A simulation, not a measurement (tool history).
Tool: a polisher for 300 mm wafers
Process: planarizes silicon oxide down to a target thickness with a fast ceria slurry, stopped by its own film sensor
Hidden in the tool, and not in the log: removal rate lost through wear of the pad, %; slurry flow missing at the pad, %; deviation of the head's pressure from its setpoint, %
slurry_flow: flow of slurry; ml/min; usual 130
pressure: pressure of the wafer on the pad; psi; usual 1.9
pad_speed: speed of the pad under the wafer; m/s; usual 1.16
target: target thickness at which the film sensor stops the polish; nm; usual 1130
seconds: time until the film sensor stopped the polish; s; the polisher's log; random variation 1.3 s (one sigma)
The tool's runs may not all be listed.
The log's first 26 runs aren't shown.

run    hour  slurry_flow  pressure  pad_speed  target  wafers since the last listed run  wafers polished on this pad  hours since the slurry nozzle was cleaned  hours since the head pressure was calibrated  incoming thickness of the incoming film, nm  seconds
     1601.8  -- worn pad replaced by a new one
       1611  -- slurry nozzle cleaned
 27    1641          130       1.9       1.32    1404                               421                          249                                         30                                         444.4                                       2077.4     52.2
     1654.4  -- head pressure recalibrated
 28    1691          130       1.3       1.44    1130                               313                          562                                         80                                          36.6                                       2037.2     92.5
 29    1760          170       1.9       1.44    1130                               450                         1013                                        149                                         105.6                                       2087.3     65.4
 30  1813.1          145       1.9       1.54    1035                               346                         1359                                      202.1                                         158.7                                       2063.5     69.2
 31  1872.2          130       1.6       1.04    1042                               385                         1745                                      261.2                                         217.8                                         2070    115.3
 32  1925.1          130       1.9       1.16    1130                               345                         2091                                      314.1                                         270.7                                       2043.4     78.1
 33  1990.4           95       1.9        0.8    1130                               426                         2517                                      379.4                                           336                                       2075.9    111.9
 34  2052.5          170       1.6       1.38    1313                               405                         2922                                      441.5                                         398.1                                       2080.2     67.5
     2067.9  -- slurry nozzle cleaned
 35  2112.6           85       1.9        1.4    1310                               385                         3308                                       44.7                                         458.2                                       2097.7     66.3
 36  2141.8          130       1.9       1.16    1130                               190                         3499                                       73.9                                         487.4                                       2046.7     82.4
       2166  -- worn pad replaced by a new one
       2167  -- head pressure recalibrated
 37  2202.2          130       1.9       0.84    1339                               361                          229                                      134.3                                          35.2                                       2069.9     77.7

3 ways to go on from here, each from the tool as it stands after run 37. What would each give?
  A  2202.6          130       1.9       1.16    1321                                 2                          232                                      134.7                                          35.6                                         2094        ?
  B  2202.6          150       1.6       1.16    1346                                 2                          232                                      134.7                                          35.6                                         2094        ?
  C  2202.6          130       1.4       1.16     968                                 2                          232                                      134.7                                          35.6                                         2094        ?

run  seconds
  A     66.2
  B     74.3
  C    130.9
Without the tool's hidden state the same runs would have given:
run  seconds
  A       66
  B       74
  C    130.4
